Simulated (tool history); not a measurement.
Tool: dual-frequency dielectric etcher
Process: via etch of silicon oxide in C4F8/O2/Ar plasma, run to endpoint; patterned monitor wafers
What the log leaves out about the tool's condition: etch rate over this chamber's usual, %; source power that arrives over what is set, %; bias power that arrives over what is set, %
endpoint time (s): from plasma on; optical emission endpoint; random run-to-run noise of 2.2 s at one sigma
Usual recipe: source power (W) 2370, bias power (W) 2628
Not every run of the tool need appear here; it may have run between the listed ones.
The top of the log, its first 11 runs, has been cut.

run    hour  source power (W)  bias power (W)  wafers since the last listed run  hours since the last wet clean  hours since the last source power generator calibration  hours since the last bias power generator calibration  hours since the last upper electrode change  incoming incoming film thickness, nm  endpoint time (s)
 12   673.3              2370            2888                               290                            98.7                                                   4071.6                                                 3493.9                                       3588.2                                2091.8                332
 13   739.5              2370            2628                               401                           164.9                                                   4137.8                                                 3560.1                                       3654.4                                2070.9              337.5
      771.9  -- upper electrode replaced
 14   775.4              2370            2628                                72                           200.8                                                   4173.7                                                   3596                                          3.5                                2064.2              336.6
 15   834.5              2370            2628                               358                           259.9                                                   4232.8                                                 3655.1                                         62.6                                2065.6              335.1
 16   862.7              2730            2628                               171                           288.1                                                     4261                                                 3683.3                                         90.8                                2082.8                324
 17   924.1              2730            2628                               372                           349.5                                                   4322.4                                                 3744.7                                        152.2                                2067.3              319.1
      954.3  -- bias power generator calibrated
 18   965.3              1810            2156                               225                           390.7                                                   4363.6                                                     11                                        193.4                                  2064              378.2
 19  1009.7              1810            2000                               269                           435.1                                                     4408                                                   55.4                                        237.8                                2076.9              392.4
 20  1067.2              2100            3018                               349                           492.6                                                   4465.5                                                  112.9                                        295.3                                2076.8              345.1
     1111.4  -- wet clean of the chamber
 21  1111.9              2650            2343                               125                             0.5                                                   4510.2                                                  157.6                                          340                                2088.3              335.3
 22  1157.6              2940            2952                               277                            46.2                                                   4555.9                                                  203.3                                        385.7                                2070.1              308.1
 23  1181.9              2740            3046                               147                            70.5                                                   4580.2                                                  227.6                                          410                                2056.9              312.6
     1257.1  -- source power generator calibrated
 24  1257.6              1810            2392                               435                           146.2                                                      0.5                                                  303.3                                        485.7                                2067.9              376.9
 25  1279.2              2370            2628                               131                           167.8                                                     22.1                                                  324.9                                        507.3                                  2059              331.5
 26  1338.9              2860            3190                               362                           227.5                                                     81.8                                                  384.6                                          567                                2056.2              303.5
 27  1408.8              2790            2628                               424                           297.4                                                    151.7                                                  454.5                                        636.9                                2073.4              316.5
 28  1470.3              2140            2086                               373                           358.9                                                    213.2                                                    516                                        698.4                                  2085                365
 29  1507.6              1810            2000                               226                           396.2                                                    250.5                                                  553.3                                        735.7                                  2096              397.7
 30    1539              2790            2628                               190                           427.6                                                    281.9                                                  584.7                                        767.1                                2081.8              321.9
     1570.3  -- wet clean of the chamber
 31  1600.9              2370            2628                               230                            30.6                                                    343.8                                                  646.6                                          829                                2067.4              333.1
 32  1639.4              2160            1989                               233                            69.1                                                    382.3                                                  685.1                                        867.5                                2064.1              368.8
 33  1695.9              2370            2628                               343                           125.6                                                    438.8                                                  741.6                                          924                                  2092              338.7
 34  1760.3              2370            2628                               391                             190                                                    503.2                                                    806                                        988.4                                2059.9              338.9
 35  1802.8              2870            2025                               258                           232.5                                                    545.7                                                  848.5                                       1030.9                                2043.5              331.5
 36  1831.9              2670            3278                               176                           261.6                                                    574.8                                                  877.6                                         1060                                2079.5              305.5

3 ways to go on from here, each from the tool as it stands after run 36. What would each give?
  A  1832.4              2370            2430                                 3                           262.1                                                    575.3                                                  878.1                                       1060.5                                2082.1                  ?
  B  1832.4              1910            2628                                 3                           262.1                                                    575.3                                                  878.1                                       1060.5                                2082.1                  ?
  C  1832.4              1930            2386                                 3                           262.1                                                    575.3                                                  878.1                                       1060.5                                2082.1                  ?

run  endpoint time (s)
  A              347.4
  B              367.9
  C              374.2
Take away the tool's hidden state, keep each run's random variation, and the runs would have read:
run  endpoint time (s)
  A              347.4
  B              367.9
  C              374.2

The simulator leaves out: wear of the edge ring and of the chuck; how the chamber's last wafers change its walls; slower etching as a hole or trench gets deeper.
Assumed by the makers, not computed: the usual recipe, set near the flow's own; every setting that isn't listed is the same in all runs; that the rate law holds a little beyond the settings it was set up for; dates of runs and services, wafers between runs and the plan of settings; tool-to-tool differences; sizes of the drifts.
